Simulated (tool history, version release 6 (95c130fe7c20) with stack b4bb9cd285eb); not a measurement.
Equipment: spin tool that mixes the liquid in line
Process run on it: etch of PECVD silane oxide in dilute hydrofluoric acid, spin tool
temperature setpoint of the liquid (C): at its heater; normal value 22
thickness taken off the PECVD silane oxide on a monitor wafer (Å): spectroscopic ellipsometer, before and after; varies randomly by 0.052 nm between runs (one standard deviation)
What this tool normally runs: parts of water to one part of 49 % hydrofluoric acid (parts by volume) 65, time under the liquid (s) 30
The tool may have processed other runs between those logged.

run  hour  temperature setpoint of the liquid (C)  parts of water to one part of 49 % hydrofluoric acid (parts by volume)  time under the liquid (s)  wafers since the last listed run  hours since the thermometer was replaced  hours since the hydrofluoric acid flow meter was replaced  hours since the gauge calibration  read-back film thickness of the PECVD silane oxide reference wafer, read on the same gauge (nm)  thickness taken off the PECVD silane oxide on a monitor wafer (Å)
  1     0                                      22                                                                      65                         30                                 0                                    1076.8                                                     1183.6                               43.7                                                                                           120.02                                                              147.6
  2   9.3                                      22                                                                      65                         30                               144                                    1086.1                                                     1192.9                                 53                                                                                           119.99                                                              147.8
  3  19.5                                      22                                                                      65                         30                               158                                    1096.3                                                     1203.1                               63.2                                                                                           120.03                                                              147.5
  4  35.2                                      22                                                                      65                         30                               243                                      1112                                                     1218.8                               78.9                                                                                           119.99                                                              147.8
  5  48.6                                      23                                                                      65                         30                               207                                    1125.4                                                     1232.2                               92.3                                                                                           119.99                                                              154.5
  6  61.9                                      23                                                                      65                         30                               206                                    1138.7                                                     1245.5                              105.6                                                                                           120.01                                                              155.4
  7  73.2                                      22                                                                      65                         30                               175                                      1150                                                     1256.8                              116.9                                                                                           119.98                                                              148.8
  8  83.8                                      22                                                                      65                         30                               164                                    1160.6                                                     1267.4                              127.5                                                                                           120.03                                                              149.3
  9  97.6                                      22                                                                      45                         30                               213                                    1174.4                                                     1281.2                              141.3                                                                                           120.02                                                              220.9

What does the tool deliver on the next run?
 10   106                                      18                                                                      90                         30                               130                                    1182.8                                                     1289.6                              149.7                                                                                                ?                                                                  ?

{"run 10": {"read-back film thickness of the PECVD silane oxide reference wafer, read on the same gauge (nm)": 120, "thickness taken off the PECVD silane oxide on a monitor wafer (Å)": 89}}
On a tool with no hidden condition, and with the same random variation, this run would have come out at thickness taken off the PECVD silane oxide on a monitor wafer (Å) 78.8.
